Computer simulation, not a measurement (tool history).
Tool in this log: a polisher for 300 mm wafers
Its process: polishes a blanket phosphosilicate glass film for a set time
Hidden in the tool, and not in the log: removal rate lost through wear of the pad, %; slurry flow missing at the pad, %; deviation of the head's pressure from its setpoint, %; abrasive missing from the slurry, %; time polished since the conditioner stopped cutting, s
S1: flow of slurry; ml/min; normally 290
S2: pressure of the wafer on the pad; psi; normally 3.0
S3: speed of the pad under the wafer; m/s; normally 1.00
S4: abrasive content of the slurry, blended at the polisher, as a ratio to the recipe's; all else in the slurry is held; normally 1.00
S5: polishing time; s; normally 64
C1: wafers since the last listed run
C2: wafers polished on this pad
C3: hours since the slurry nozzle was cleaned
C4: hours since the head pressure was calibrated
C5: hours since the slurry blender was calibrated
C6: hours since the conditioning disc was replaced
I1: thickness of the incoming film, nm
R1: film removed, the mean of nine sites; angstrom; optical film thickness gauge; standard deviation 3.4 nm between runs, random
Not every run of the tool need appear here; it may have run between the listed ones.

run,hour,S1,S2,S3,S4,S5,C1,C2,C3,C4,C5,C6,I1,R1
1,0.0,290,2.3,1.08,1.00,64,0,2664,482.8,781.3,557.0,548.8,4265.7,4176
2,67.4,290,3.0,1.00,1.00,64,793,3457,550.2,848.7,624.4,616.2,4258.7,5173
# hour 78.8: slurry blender recalibrated
# hour 79.7: conditioning disc replaced and pad reconditioned
3,123.0,290,3.0,1.00,1.00,64,620,4078,605.8,904.3,44.2,43.3,4179.3,5209
# hour 171.3: head pressure recalibrated
# hour 197.4: slurry nozzle cleaned
4,285.7,290,3.0,1.00,1.00,64,1880,5958,88.3,114.4,206.9,206.0,4249.0,4946
5,360.4,290,3.0,1.00,1.00,80,879,6838,163.0,189.1,281.6,280.7,4317.6,6079
6,424.5,345,3.8,0.90,1.00,64,754,7592,227.1,253.2,345.7,344.8,4274.1,5913
# hour 521.0: worn pad replaced by a new one
7,699.2,290,2.3,0.70,1.10,64,3187,2097,501.8,527.9,620.4,619.5,4278.7,3546
# hour 707.6: slurry blender recalibrated
8,788.5,290,3.0,1.00,1.00,64,1027,3125,591.1,617.2,80.9,708.8,4320.9,5140
# hour 818.2: conditioning disc replaced and pad reconditioned
9,878.5,255,3.0,0.80,1.00,64,1036,4161,681.1,707.2,170.9,60.3,4242.3,4551
10,916.5,290,3.0,1.00,1.25,64,447,4608,719.1,745.2,208.9,98.3,4278.6,5929
11,958.1,290,2.3,1.30,1.00,64,489,5098,760.7,786.8,250.5,139.9,4285.5,4480
# hour 1008.6: slurry nozzle cleaned
12,1017.8,385,3.0,1.00,1.00,64,691,5789,9.2,846.5,310.2,199.6,4249.6,5193
# hour 1058.5: head pressure recalibrated
13,1079.6,290,3.0,1.00,1.00,80,704,6493,71.0,21.1,372.0,261.4,4211.5,6094
14,1160.0,290,3.0,1.00,1.00,64,946,7440,151.4,101.5,452.4,341.8,4291.8,4789
15,1213.2,290,3.8,1.00,0.90,64,626,8066,204.6,154.7,505.6,395.0,4249.8,5559
# hour 1285.1: worn pad replaced by a new one
16,1295.3,290,3.0,1.00,1.10,64,919,120,286.7,236.8,587.7,477.1,4237.4,5560
# hour 1382.9: slurry blender recalibrated
# hour 1442.9: conditioning disc replaced and pad reconditioned
17,1559.4,290,3.0,1.00,1.00,48,3062,3182,550.8,500.9,176.5,116.5,4303.0,3871
18,1661.0,240,3.0,0.86,1.00,77,1196,4378,652.4,602.5,278.1,218.1,4326.2,5593
# hour 1887.6: slurry nozzle cleaned
19,1969.4,290,3.5,1.00,1.00,54,3619,7997,81.8,910.9,586.5,526.5,4208.4,4915
20,2039.7,290,3.0,1.00,1.00,64,827,8825,152.1,981.2,656.8,596.8,4325.9,4953
# hour 2096.5: slurry blender recalibrated
21,2106.1,200,3.9,1.36,1.00,72,758,9583,218.5,1047.6,9.6,663.2,4227.3,8085
# hour 2125.5: worn pad replaced by a new one
# hour 2140.1: conditioning disc replaced and pad reconditioned
# hour 2179.2: head pressure recalibrated
22,2196.2,290,3.0,1.14,1.00,64,966,784,308.6,17.0,99.7,56.1,4268.7,5351
23,2241.3,220,3.0,1.00,1.00,64,530,1315,353.7,62.1,144.8,101.2,4242.6,4937
24,2320.7,235,3.0,1.14,1.00,51,934,2250,433.1,141.5,224.2,180.6,4273.8,4236
25,2407.4,355,2.7,0.86,0.75,64,1020,3271,519.8,228.2,310.9,267.3,4236.8,3230
26,2484.5,290,3.0,1.00,1.00,64,907,4179,596.9,305.3,388.0,344.4,4302.0,5084

Here are 3 independent what-if runs from the current tool condition. What would each one return?
A,2484.9,290,3.0,1.00,1.00,64,4,4183,597.3,305.7,388.4,344.8,4272.6,?
B,2484.9,210,3.0,0.70,1.00,64,4,4183,597.3,305.7,388.4,344.8,4272.6,?
C,2484.9,290,3.0,1.00,0.70,80,4,4183,597.3,305.7,388.4,344.8,4272.6,?

run,R1
A,5046
B,4101
C,4281
Stripped of hidden state, with their random variation kept, the same runs would have yielded:
run,R1
A,5078
B,4128
C,4309
